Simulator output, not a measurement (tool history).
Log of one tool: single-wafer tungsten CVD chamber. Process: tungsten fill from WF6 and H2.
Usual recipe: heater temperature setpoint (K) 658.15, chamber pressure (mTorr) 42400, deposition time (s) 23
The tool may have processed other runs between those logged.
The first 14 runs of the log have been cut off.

run   hour  heater temperature setpoint (K)  chamber pressure (mTorr)  deposition time (s)  read-back reference wafer on the same gauge, thickness_nm  mean film thickness on the monitor wafer (nm)
 15  287.2                           658.15                     36600                 18.5                                                     57.043                                          41.25
 16  304.3                           672.15                     51100                 18.7                                                     57.121                                         64.469
 17  328.3                           658.15                     36500                 21.5                                                     56.918                                         48.593
     356.5  -- showerhead replaced, of another model than before
 18    357                           646.15                     42400                   20                                                     57.028                                         39.604
 19  454.6                           658.15                     42400                   23                                                     56.946                                         57.258
 20  478.9                           645.15                     51200                   26                                                     56.986                                         59.032
 21  495.9                           658.15                     49700                 21.5                                                     57.051                                          61.01
 22  531.4                           652.15                     42400                 25.4                                                     57.007                                         57.329
 23  558.8                           658.15                     42400                   23                                                     57.032                                         57.311
 24  593.2                           664.15                     42400                   23                                                     57.061                                         63.675
 25  620.4                           665.15                     32500                   23                                                     57.065                                         50.547
 26  637.5                           673.15                     42400                 20.2                                                     57.051                                         65.677
 27  653.2                           658.15                     42400                 24.8                                                     57.107                                         61.965
 28    685                           658.15                     42400                   23                                                     56.995                                         57.644
 29  705.2                           671.15                     38300                   23                                                     57.001                                         65.198
 30  717.5                           643.15                     37500                   23                                                     56.977                                         39.444
 31  735.2                           658.15                     45700                 18.7                                                     56.967                                         49.347
 32  750.9                           658.15                     42400                   23                                                     56.987                                          57.75
 33  784.8                           658.15                     42400                   23                                                     57.067                                         57.485

Branching from run 33: 5 alternative next runs. What would each branch give?
  A  785.2                           658.15                     42400                   23                                                          ?                                              ?
  B  785.2                           671.15                     50600                   23                                                          ?                                              ?
  C  785.2                           658.15                     49600                   23                                                          ?                                              ?
  D  785.2                           658.15                     52700                   23                                                          ?                                              ?
  E  785.2                           658.15                     31800                   23                                                          ?                                              ?

run  read-back reference wafer on the same gauge, thickness_nm  mean film thickness on the monitor wafer (nm)
  A                                                     57.151                                         58.181
  B                                                     57.151                                         82.944
  C                                                     57.151                                         65.607
  D                                                     57.151                                          68.43
  E                                                     57.151                                         43.877
Without the tool's hidden state the same runs would have given:
run  mean film thickness on the monitor wafer (nm)
  A                                         56.248
  B                                         80.272
  C                                         63.494
  D                                         66.266
  E                                         42.343
